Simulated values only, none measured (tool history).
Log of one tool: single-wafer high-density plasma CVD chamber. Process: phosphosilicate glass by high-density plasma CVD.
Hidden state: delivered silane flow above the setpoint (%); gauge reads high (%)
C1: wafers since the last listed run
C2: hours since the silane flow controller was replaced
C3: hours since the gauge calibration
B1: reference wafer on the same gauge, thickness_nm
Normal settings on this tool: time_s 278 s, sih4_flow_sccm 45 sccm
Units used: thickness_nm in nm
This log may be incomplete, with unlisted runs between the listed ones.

run 1 day=0.000 | time_s=278 sih4_flow_sccm=45 | C1=0 C2=1224.8 C3=281.7 | B1=1250.972 | thickness_nm=1243.587
run 2 day=1.475 | time_s=278 sih4_flow_sccm=45 | C1=273 C2=1260.2 C3=317.1 | B1=1251.819 | thickness_nm=1238.866
run 3 day=4.079 | time_s=258 sih4_flow_sccm=45 | C1=482 C2=1322.7 C3=379.6 | B1=1249.552 | thickness_nm=1157.613
run 4 day=5.458 | time_s=258 sih4_flow_sccm=45 | C1=255 C2=1355.8 C3=412.7 | B1=1249.741 | thickness_nm=1163.101
run 5 day=7.779 | time_s=312 sih4_flow_sccm=38 | C1=429 C2=1411.5 C3=468.4 | B1=1249.924 | thickness_nm=1191.592
run 6 day=9.200 | time_s=278 sih4_flow_sccm=45 | C1=263 C2=1445.6 C3=502.5 | B1=1249.603 | thickness_nm=1246.233
-- day=10.488 gauge calibrated
run 7 day=11.083 | time_s=278 sih4_flow_sccm=45 | C1=348 C2=1490.8 C3=14.3 | B1=1248.933 | thickness_nm=1258.701
run 8 day=13.275 | time_s=304 sih4_flow_sccm=51 | C1=405 C2=1543.4 C3=66.9 | B1=1250.662 | thickness_nm=1563.895
run 9 day=14.692 | time_s=278 sih4_flow_sccm=52 | C1=262 C2=1577.4 C3=100.9 | B1=1249.989 | thickness_nm=1446.302
run 10 day=16.504 | time_s=313 sih4_flow_sccm=40 | C1=335 C2=1620.9 C3=144.4 | B1=1250.116 | thickness_nm=1262.981
-- day=19.204 silane flow controller replaced
run 11 day=19.225 | time_s=242 sih4_flow_sccm=45 | C1=442 C2=0.5 C3=209.7 | B1=1250.679 | thickness_nm=1027.094
run 12 day=20.912 | time_s=302 sih4_flow_sccm=45 | C1=312 C2=41.0 C3=250.2 | B1=1250.176 | thickness_nm=1271.163
run 13 day=22.404 | time_s=278 sih4_flow_sccm=45 | C1=276 C2=76.8 C3=286.0 | B1=1248.712 | thickness_nm=1180.317
run 14 day=26.304 | time_s=278 sih4_flow_sccm=45 | C1=722 C2=170.4 C3=379.6 | B1=1250.937 | thickness_nm=1185.612

Predict each of these 5 candidate next runs independently; none follows another, all start after run 14:
run A day=26.325 | time_s=278 sih4_flow_sccm=45 | C1=3 C2=170.9 C3=380.1 | B1=? | thickness_nm=?
run B day=26.325 | time_s=309 sih4_flow_sccm=37 | C1=3 C2=170.9 C3=380.1 | B1=? | thickness_nm=?
run C day=26.325 | time_s=252 sih4_flow_sccm=45 | C1=3 C2=170.9 C3=380.1 | B1=? | thickness_nm=?
run D day=26.325 | time_s=331 sih4_flow_sccm=45 | C1=3 C2=170.9 C3=380.1 | B1=? | thickness_nm=?
run E day=26.325 | time_s=323 sih4_flow_sccm=36 | C1=3 C2=170.9 C3=380.1 | B1=? | thickness_nm=?

run=A B1=1250.456 thickness_nm=1178.451
run=B B1=1250.456 thickness_nm=1076.997
run=C B1=1250.456 thickness_nm=1068.236
run=D B1=1250.456 thickness_nm=1403.119
run=E B1=1250.456 thickness_nm=1095.366
Stripped of hidden state, with their random variation kept, the same runs would have yielded:
run=A thickness_nm=1184.698
run=B thickness_nm=1082.706
run=C thickness_nm=1073.899
run=D thickness_nm=1410.558
run=E thickness_nm=1101.172
